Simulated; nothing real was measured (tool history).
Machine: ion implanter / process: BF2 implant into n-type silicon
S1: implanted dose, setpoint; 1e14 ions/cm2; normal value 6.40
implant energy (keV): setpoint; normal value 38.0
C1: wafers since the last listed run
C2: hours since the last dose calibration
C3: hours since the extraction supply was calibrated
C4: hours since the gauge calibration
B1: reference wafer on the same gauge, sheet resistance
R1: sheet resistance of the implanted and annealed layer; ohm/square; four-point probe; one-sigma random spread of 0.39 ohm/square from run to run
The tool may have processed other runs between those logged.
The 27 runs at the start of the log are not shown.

{"run": 28, "hour": 1616.3, "S1": 4.97, "implant energy (keV)": 30.5, "C1": 518, "C2": 88.6, "C3": 95.8, "C4": 240.1, "B1": 220.01, "R1": 231.36}
{"run": 29, "hour": 1672.8, "S1": 7.66, "implant energy (keV)": 34.5, "C1": 1118, "C2": 145.1, "C3": 152.3, "C4": 296.6, "B1": 219.86, "R1": 168.62}
{"run": 30, "hour": 1719.3, "S1": 6.4, "implant energy (keV)": 38.0, "C1": 920, "C2": 191.6, "C3": 198.8, "C4": 343.1, "B1": 219.95, "R1": 183.25}
{"run": 31, "hour": 1779.7, "S1": 5.88, "implant energy (keV)": 30.0, "C1": 1195, "C2": 252.0, "C3": 259.2, "C4": 403.5, "B1": 220.12, "R1": 206.14}
{"run": 32, "hour": 1844.9, "S1": 6.4, "implant energy (keV)": 38.0, "C1": 1290, "C2": 317.2, "C3": 324.4, "C4": 468.7, "B1": 219.95, "R1": 183.89}
{"run": 33, "hour": 1885.0, "S1": 6.4, "implant energy (keV)": 38.0, "C1": 793, "C2": 357.3, "C3": 364.5, "C4": 508.8, "B1": 219.72, "R1": 183.55}
{"run": 34, "hour": 1949.4, "S1": 7.25, "implant energy (keV)": 34.5, "C1": 1275, "C2": 421.7, "C3": 428.9, "C4": 573.2, "B1": 220.08, "R1": 173.94}
{"run": 35, "hour": 2021.2, "S1": 4.8, "implant energy (keV)": 44.5, "C1": 1421, "C2": 493.5, "C3": 500.7, "C4": 645.0, "B1": 219.89, "R1": 224.42}
{"run": 36, "hour": 2063.2, "S1": 7.04, "implant energy (keV)": 25.5, "C1": 831, "C2": 535.5, "C3": 542.7, "C4": 687.0, "B1": 219.82, "R1": 194.22}

Here are 5 independent what-if runs from the current tool condition. What would each one return?
{"run": "A", "hour": 2063.6, "S1": 6.4, "implant energy (keV)": 38.0, "C1": 7, "C2": 535.9, "C3": 543.1, "C4": 687.4, "B1": "?", "R1": "?"}
{"run": "B", "hour": 2063.6, "S1": 5.76, "implant energy (keV)": 28.5, "C1": 7, "C2": 535.9, "C3": 543.1, "C4": 687.4, "B1": "?", "R1": "?"}
{"run": "C", "hour": 2063.6, "S1": 5.81, "implant energy (keV)": 49.5, "C1": 7, "C2": 535.9, "C3": 543.1, "C4": 687.4, "B1": "?", "R1": "?"}
{"run": "D", "hour": 2063.6, "S1": 5.76, "implant energy (keV)": 46.0, "C1": 7, "C2": 535.9, "C3": 543.1, "C4": 687.4, "B1": "?", "R1": "?"}
{"run": "E", "hour": 2063.6, "S1": 5.01, "implant energy (keV)": 27.5, "C1": 7, "C2": 535.9, "C3": 543.1, "C4": 687.4, "B1": "?", "R1": "?"}

run=A B1=220.03 R1=182.72
run=B B1=220.03 R1=210.16
run=C B1=220.03 R1=188.41
run=D B1=220.03 R1=191.38
run=E B1=220.03 R1=233.33
Without the tool's hidden state the same runs would have given:
run=A R1=183.33
run=B R1=210.82
run=C R1=189.16
run=D R1=192.13
run=E R1=234.14
